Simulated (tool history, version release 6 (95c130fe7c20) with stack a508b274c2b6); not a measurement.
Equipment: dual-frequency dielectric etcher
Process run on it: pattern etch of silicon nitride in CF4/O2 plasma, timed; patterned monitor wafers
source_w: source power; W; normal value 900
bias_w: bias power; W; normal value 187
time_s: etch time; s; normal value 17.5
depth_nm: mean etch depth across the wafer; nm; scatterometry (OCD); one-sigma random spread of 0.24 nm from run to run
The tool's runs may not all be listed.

run   hour  source_w  bias_w  time_s  wafers since the last listed run  hours since the last wet clean  hours since the last source power generator calibration  hours since the last bias power generator calibration  hours since the last upper electrode change  hours since the gauge calibration  read-back reference wafer on the same gauge, depth_nm  depth_nm
  1    0.0       900     187    17.5                                 0                            46.9                                                   3454.4                                                 4044.8                                       3178.5                              450.2                                                   60.2      57.9
  2   54.3       900     187    17.5                              1022                           101.2                                                   3508.7                                                 4099.1                                       3232.8                              504.5                                                   60.2      58.1
  3   85.8       900     187    17.5                               593                           132.7                                                   3540.2                                                 4130.6                                       3264.3                              536.0                                                   60.2      58.3
  4  132.3       900     187    17.5                               875                           179.2                                                   3586.7                                                 4177.1                                       3310.8                              582.5                                                   60.2      57.6
  5  170.1       900     187    17.5                               711                           217.0                                                   3624.5                                                 4214.9                                       3348.6                              620.3                                                   60.2      57.5
  6  223.2       900     187    17.5                              1000                           270.1                                                   3677.6                                                 4268.0                                       3401.7                              673.4                                                   60.3      57.4
     248.6  -- source power generator calibrated
  7  264.8       900     187    17.5                               708                           311.7                                                     16.2                                                 4309.6                                       3443.3                              715.0                                                   60.1      56.7
     333.2  -- upper electrode replaced, of another model than before
  8  333.7       900     187    17.5                               845                           380.6                                                     85.1                                                 4378.5                                          0.5                              783.9                                                   60.1      56.9
     364.4  -- bias power generator calibrated
     384.9  -- wet clean of the chamber
  9  385.4       900     221    17.5                               511                             0.5                                                    136.8                                                   21.0                                         52.2                              835.6                                                   60.1      60.6
 10  433.6       900     187    17.5                               907                            48.7                                                    185.0                                                   69.2                                        100.4                              883.8                                                   60.1      58.5
 11  471.5       900     187    22.5                               713                            86.6                                                    222.9                                                  107.1                                        138.3                              921.7                                                   60.3      74.9

Run 12 is up next; what results do you expect?
     510.7  -- gauge calibrated
 12  512.0      1050     187    22.0                               762                           127.1                                                    263.4                                                  147.6                                        178.8                                1.3                                                      ?         ?

Run 12 yielded read-back reference wafer on the same gauge, depth_nm 60.1, depth_nm 82.3 nm.
On a tool with no hidden condition, and with the same random variation, this run would have come out at depth_nm 82.7 nm.
